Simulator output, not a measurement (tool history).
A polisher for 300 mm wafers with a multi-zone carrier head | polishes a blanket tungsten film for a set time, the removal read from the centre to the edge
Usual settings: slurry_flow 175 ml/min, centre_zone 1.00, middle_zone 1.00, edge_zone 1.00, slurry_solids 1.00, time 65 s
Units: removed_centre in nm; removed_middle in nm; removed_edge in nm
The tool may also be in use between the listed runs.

| run | hour | slurry_flow | centre_zone | middle_zone | edge_zone | slurry_solids | time | incoming thickness of the incoming film, nm | removed_centre | removed_middle | removed_edge |
|---|---|---|---|---|---|---|---|---|---|---|---|
| 1 | 0.0 | 175 | 1.00 | 1.00 | 1.00 | 1.00 | 65 | 1495.7 | 490.1 | 490.4 | 499.1 |
| 2 | 13.6 | 175 | 1.00 | 1.00 | 1.00 | 1.00 | 65 | 1488.5 | 493.0 | 491.5 | 490.0 |
| 3 | 25.7 | 200 | 1.00 | 1.00 | 1.12 | 1.00 | 65 | 1484.9 | 502.4 | 485.1 | 514.6 |
| 4 | 42.9 | 220 | 1.05 | 1.12 | 1.00 | 1.00 | 65 | 1490.5 | 529.7 | 544.7 | 493.7 |
|  | 52.7 | carrier head's membrane replaced by a new one, of another model than before |
| 5 | 56.5 | 175 | 1.00 | 1.03 | 1.00 | 1.00 | 49 | 1464.4 | 363.5 | 368.5 | 367.7 |
|  | 72.0 | slurry nozzle cleaned |
| 6 | 72.5 | 175 | 0.92 | 1.03 | 1.00 | 1.00 | 58 | 1501.5 | 414.4 | 431.0 | 426.7 |
| 7 | 81.2 | 175 | 1.10 | 1.05 | 0.93 | 1.00 | 85 | 1492.6 | 670.5 | 634.4 | 598.7 |
| 8 | 96.8 | 135 | 1.09 | 1.00 | 1.00 | 1.00 | 65 | 1454.2 | 472.3 | 455.2 | 459.7 |
|  | 106.1 | worn pad replaced by a new one |
| 9 | 113.0 | 175 | 1.00 | 1.00 | 1.00 | 1.00 | 65 | 1456.6 | 492.8 | 490.5 | 496.1 |
| 10 | 121.8 | 160 | 0.89 | 1.00 | 1.00 | 1.00 | 65 | 1495.2 | 454.0 | 482.5 | 483.5 |
| 11 | 129.1 | 175 | 1.00 | 1.00 | 1.00 | 1.00 | 65 | 1470.3 | 493.3 | 479.9 | 488.9 |
| 12 | 139.3 | 190 | 1.00 | 1.00 | 1.00 | 1.00 | 65 | 1508.7 | 499.5 | 490.9 | 491.1 |
| 13 | 148.2 | 175 | 1.00 | 1.00 | 1.00 | 1.20 | 65 | 1496.7 | 512.2 | 508.3 | 514.3 |
| 14 | 162.2 | 175 | 1.00 | 0.92 | 1.10 | 1.00 | 84 | 1486.3 | 631.8 | 587.0 | 665.5 |
|  | 170.8 | edge zone pressure recalibrated |
| 15 | 177.6 | 175 | 1.00 | 1.00 | 1.00 | 1.00 | 65 | 1465.3 | 490.0 | 479.6 | 481.3 |
| 16 | 184.7 | 135 | 1.00 | 1.00 | 1.10 | 1.00 | 65 | 1470.8 | 460.0 | 449.9 | 488.7 |
| 17 | 191.7 | 175 | 1.00 | 1.00 | 1.00 | 1.00 | 58 | 1458.3 | 431.1 | 422.2 | 432.1 |
|  | 203.1 | centre zone pressure recalibrated |
|  | 214.6 | worn pad replaced by a new one |
| 18 | 218.1 | 175 | 1.00 | 1.00 | 1.00 | 1.15 | 65 | 1476.7 | 525.0 | 503.5 | 513.6 |
| 19 | 240.9 | 175 | 1.00 | 1.00 | 1.00 | 1.00 | 65 | 1453.2 | 492.2 | 479.0 | 486.3 |
| 20 | 264.2 | 175 | 1.00 | 1.00 | 1.00 | 1.00 | 65 | 1463.1 | 478.7 | 476.2 | 484.2 |
| 21 | 308.2 | 175 | 1.10 | 1.00 | 1.00 | 1.10 | 65 | 1501.8 | 523.2 | 490.3 | 497.0 |
| 22 | 321.8 | 205 | 1.00 | 1.00 | 1.00 | 0.70 | 65 | 1472.8 | 447.3 | 438.9 | 443.5 |

Forecast each of these 3 alternatives for the next run:
| A | 322.2 | 175 | 1.00 | 1.11 | 1.00 | 1.00 | 65 | 1480.3 | ? | ? | ? |
| B | 322.2 | 175 | 1.06 | 1.10 | 1.00 | 1.00 | 65 | 1480.3 | ? | ? | ? |
| C | 322.2 | 175 | 0.92 | 0.91 | 1.00 | 1.00 | 65 | 1480.3 | ? | ? | ? |

| run | removed_centre | removed_middle | removed_edge |
|---|---|---|---|
| A | 488.6 | 494.7 | 486.8 |
| B | 504.7 | 492.4 | 486.9 |
| C | 466.7 | 450.5 | 487.6 |
Without the tool's hidden state the same runs would have given:
| run | removed_centre | removed_middle | removed_edge |
|---|---|---|---|
| A | 505.3 | 511.7 | 503.5 |
| B | 522.0 | 509.3 | 503.5 |
| C | 482.6 | 465.9 | 504.3 |

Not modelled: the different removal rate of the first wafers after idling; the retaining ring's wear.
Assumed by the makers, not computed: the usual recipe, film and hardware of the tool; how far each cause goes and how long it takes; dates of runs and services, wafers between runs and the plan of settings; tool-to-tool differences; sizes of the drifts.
